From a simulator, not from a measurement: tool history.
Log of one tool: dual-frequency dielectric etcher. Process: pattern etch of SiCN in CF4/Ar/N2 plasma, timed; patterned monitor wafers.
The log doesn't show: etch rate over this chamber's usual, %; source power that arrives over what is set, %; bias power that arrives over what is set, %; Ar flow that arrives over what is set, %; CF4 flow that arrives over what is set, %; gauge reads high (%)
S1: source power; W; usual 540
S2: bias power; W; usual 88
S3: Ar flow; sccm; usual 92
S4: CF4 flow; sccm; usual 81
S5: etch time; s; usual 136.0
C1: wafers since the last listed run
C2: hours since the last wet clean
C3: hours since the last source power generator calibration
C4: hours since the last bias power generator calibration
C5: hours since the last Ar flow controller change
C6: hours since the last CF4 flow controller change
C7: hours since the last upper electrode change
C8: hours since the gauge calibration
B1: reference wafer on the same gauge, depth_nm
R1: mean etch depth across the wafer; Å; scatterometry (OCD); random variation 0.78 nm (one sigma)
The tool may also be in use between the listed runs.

run   hour   S1   S2   S3  S4     S5    C1     C2      C3      C4      C5      C6      C7     C8     B1    R1
  1    0.0  540   88   92  68  136.0     0  131.1  2733.0  2875.6  1954.9  4077.1  2982.5  100.1  170.3  1548
  2   13.7  540   88   92  68  136.0   140  144.8  2746.7  2889.3  1968.6  4090.8  2996.2  113.8  169.8  1542
  3   26.1  540   88   92  81  136.0   127  157.2  2759.1  2901.7  1981.0  4103.2  3008.6  126.2  170.0  1565
  4   56.4  540   88   92  81  136.0   310  187.5  2789.4  2932.0  2011.3  4133.5  3038.9  156.5  170.0  1575
  5   73.8  540   88   92  81  136.0   178  204.9  2806.8  2949.4  2028.7  4150.9  3056.3  173.9  170.1  1593
  6  109.6  540   88   92  81  136.0   366  240.7  2842.6  2985.2  2064.5  4186.7  3092.1  209.7  169.9  1585
  7  131.7  540   88   92  81  136.0   226  262.8  2864.7  3007.3  2086.6  4208.8  3114.2  231.8  170.0  1565
  8  144.8  540   88   92  81  136.0   134  275.9  2877.8  3020.4  2099.7  4221.9  3127.3  244.9  169.9  1576
  9  163.7  540   88   92  98  136.0   193  294.8  2896.7  3039.3  2118.6  4240.8  3146.2  263.8  170.1  1600
 10  188.7  540   79   92  93  136.0   256  319.8  2921.7  3064.3  2143.6  4265.8  3171.2  288.8  169.9  1548
     294.3  -- CF4 flow controller replaced
 11  294.8  540   74   92  81  136.0  1025  425.9  3027.8  3170.4  2249.7     0.5  3277.3  394.9  169.9  1480
     320.8  -- source power generator calibrated
 12  329.7  540   70   92  81  136.0   316  460.8     8.9  3205.3  2284.6    35.4  3312.2  429.8  170.0  1473
     331.1  -- gauge calibrated
 13  350.8  600   88  102  81  136.0   216  481.9    30.0  3226.4  2305.7    56.5  3333.3   19.7  170.0  1705
     388.6  -- Ar flow controller replaced
     405.7  -- wet clean of the chamber
     410.8  -- bias power generator calibrated
     417.3  -- upper electrode replaced
 14  417.8  490  109   92  81   99.5   342   12.1    97.0     7.0    29.2   123.5     0.5   86.7  169.9  1127
 15  418.2  540  106   92  81  136.0     4   12.5    97.4     7.4    29.6   123.9     0.9   87.1  170.0  1681
 16  418.5  540  109   92  81  136.0     3   12.8    97.7     7.7    29.9   124.2     1.2   87.4  170.1  1683
 17  440.3  540   99   92  70  125.0   223   34.6   119.5    29.5    51.7   146.0    23.0  109.2  169.8  1492
 18  491.0  540  102   92  81  172.0   519   85.3   170.2    80.2   102.4   196.7    73.7  159.9  170.2  2095
 19  508.7  540   88   92  81  136.0   181  103.0   187.9    97.9   120.1   214.4    91.4  177.6  170.1  1571
 20  544.2  540   88   92  81  136.0   363  138.5   223.4   133.4   155.6   249.9   126.9  213.1  170.0  1584
 21  557.9  540   88  112  81  136.0   140  152.2   237.1   147.1   169.3   263.6   140.6  226.8  170.0  1523

4 ways to go on from here, each from the tool as it stands after run 21. What would each give?
  A  558.4  540  88   92  69  136.0   5  152.7  237.6  147.6  169.8  264.1  141.1  227.3   ?   ?
  B  558.4  630  88   92  81  136.0   5  152.7  237.6  147.6  169.8  264.1  141.1  227.3   ?   ?
  C  558.4  540  88   80  81  136.0   5  152.7  237.6  147.6  169.8  264.1  141.1  227.3   ?   ?
  D  558.4  540  88  113  81  136.0   5  152.7  237.6  147.6  169.8  264.1  141.1  227.3   ?   ?

run     B1    R1
  A  170.3  1555
  B  170.3  1830
  C  170.3  1616
  D  170.3  1532
Without the tool's hidden state the same runs would have given:
run    R1
  A  1555
  B  1830
  C  1616
  D  1532

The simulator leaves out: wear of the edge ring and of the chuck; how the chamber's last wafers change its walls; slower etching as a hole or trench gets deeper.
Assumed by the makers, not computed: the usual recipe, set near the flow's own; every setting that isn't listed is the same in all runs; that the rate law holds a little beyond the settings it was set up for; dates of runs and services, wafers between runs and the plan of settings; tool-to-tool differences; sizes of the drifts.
